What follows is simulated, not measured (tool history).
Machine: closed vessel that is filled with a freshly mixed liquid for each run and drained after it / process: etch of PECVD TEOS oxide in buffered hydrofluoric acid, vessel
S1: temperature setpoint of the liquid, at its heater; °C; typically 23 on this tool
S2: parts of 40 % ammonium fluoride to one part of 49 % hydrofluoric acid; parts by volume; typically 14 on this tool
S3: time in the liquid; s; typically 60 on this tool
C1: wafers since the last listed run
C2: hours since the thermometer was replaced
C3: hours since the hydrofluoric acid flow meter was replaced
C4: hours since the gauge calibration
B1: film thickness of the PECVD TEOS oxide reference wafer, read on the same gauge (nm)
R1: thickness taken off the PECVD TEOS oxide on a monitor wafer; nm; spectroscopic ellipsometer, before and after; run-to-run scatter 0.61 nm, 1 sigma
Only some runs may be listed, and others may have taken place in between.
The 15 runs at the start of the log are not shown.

-- hour=1218.6 gauge calibrated
run 16 hour=1245.6 | S1=23 S2=14 S3=60 | C1=9022 C2=124.1 C3=202.4 C4=27 | B1=40 | R1=70.6
run 17 hour=1324 | S1=23 S2=14 S3=40 | C1=8224 C2=202.5 C3=280.8 C4=105.4 | B1=39.99 | R1=46.23
run 18 hour=1566.7 | S1=23 S2=14 S3=60 | C1=25461 C2=445.2 C3=523.5 C4=348.1 | B1=40.04 | R1=69.35
run 19 hour=1619.7 | S1=27 S2=14 S3=85 | C1=5560 C2=498.2 C3=576.5 C4=401.1 | B1=40 | R1=121.74
run 20 hour=1710.4 | S1=26.5 S2=19 S3=35 | C1=9515 C2=588.9 C3=667.2 C4=491.8 | B1=40.01 | R1=35.73
run 21 hour=1756.6 | S1=27 S2=14 S3=90 | C1=4846 C2=635.1 C3=713.4 C4=538 | B1=39.98 | R1=126.76
run 22 hour=2076.2 | S1=23 S2=14 S3=60 | C1=33528 C2=954.7 C3=1033 C4=857.6 | B1=39.99 | R1=66.71
run 23 hour=2159.5 | S1=18.5 S2=14 S3=80 | C1=8738 C2=1038 C3=1116.3 C4=940.9 | B1=40.02 | R1=69.49
run 24 hour=2252.3 | S1=23 S2=14 S3=60 | C1=9735 C2=1130.8 C3=1209.1 C4=1033.7 | B1=40.01 | R1=66.22
-- hour=2318.6 hydrofluoric acid flow meter replaced
run 25 hour=2348.3 | S1=18.5 S2=16.5 S3=90 | C1=9966 C2=1226.8 C3=29.7 C4=1129.7 | B1=39.98 | R1=69.77
run 26 hour=2401.9 | S1=21 S2=18 S3=60 | C1=5623 C2=1280.4 C3=83.3 C4=1183.3 | B1=40.04 | R1=48.79
run 27 hour=2462.9 | S1=18.5 S2=16.5 S3=40 | C1=6399 C2=1341.4 C3=144.3 C4=1244.3 | B1=40.01 | R1=30.86
-- hour=2532.7 thermometer replaced
run 28 hour=2539.8 | S1=23 S2=10 S3=60 | C1=7962 C2=7.1 C3=221.2 C4=1321.2 | B1=40.02 | R1=97.77
run 29 hour=2580.9 | S1=21.5 S2=14 S3=70 | C1=4311 C2=48.2 C3=262.3 C4=1362.3 | B1=39.99 | R1=74.84
run 30 hour=2662.8 | S1=23 S2=14 S3=60 | C1=8591 C2=130.1 C3=344.2 C4=1444.2 | B1=40 | R1=69.69
run 31 hour=2740.1 | S1=23 S2=16 S3=85 | C1=8109 C2=207.4 C3=421.5 C4=1521.5 | B1=40 | R1=85.89
run 32 hour=2807.8 | S1=26 S2=18.5 S3=35 | C1=7102 C2=275.1 C3=489.2 C4=1589.2 | B1=40.03 | R1=35.82
run 33 hour=2898.1 | S1=19 S2=14 S3=50 | C1=9473 C2=365.4 C3=579.5 C4=1679.5 | B1=40.01 | R1=45.73

Below are 4 alternative next runs, each starting from the tool's condition after run 33. Predict each:
run A hour=2898.8 | S1=23 S2=14 S3=60 | C1=73 C2=366.1 C3=580.2 C4=1680.2 | B1=? | R1=?
run B hour=2898.8 | S1=23 S2=10.5 S3=30 | C1=73 C2=366.1 C3=580.2 C4=1680.2 | B1=? | R1=?
run C hour=2898.8 | S1=23 S2=14 S3=95 | C1=73 C2=366.1 C3=580.2 C4=1680.2 | B1=? | R1=?
run D hour=2898.8 | S1=26.5 S2=12 S3=60 | C1=73 C2=366.1 C3=580.2 C4=1680.2 | B1=? | R1=?

run=A B1=40 R1=69.13
run=B B1=40 R1=45.81
run=C B1=40 R1=109.45
run=D B1=40 R1=97.24
With the hidden condition removed and each run's random variation left untouched, the same runs would have given:
run=A R1=72.97
run=B R1=48.34
run=C R1=115.54
run=D R1=102.63
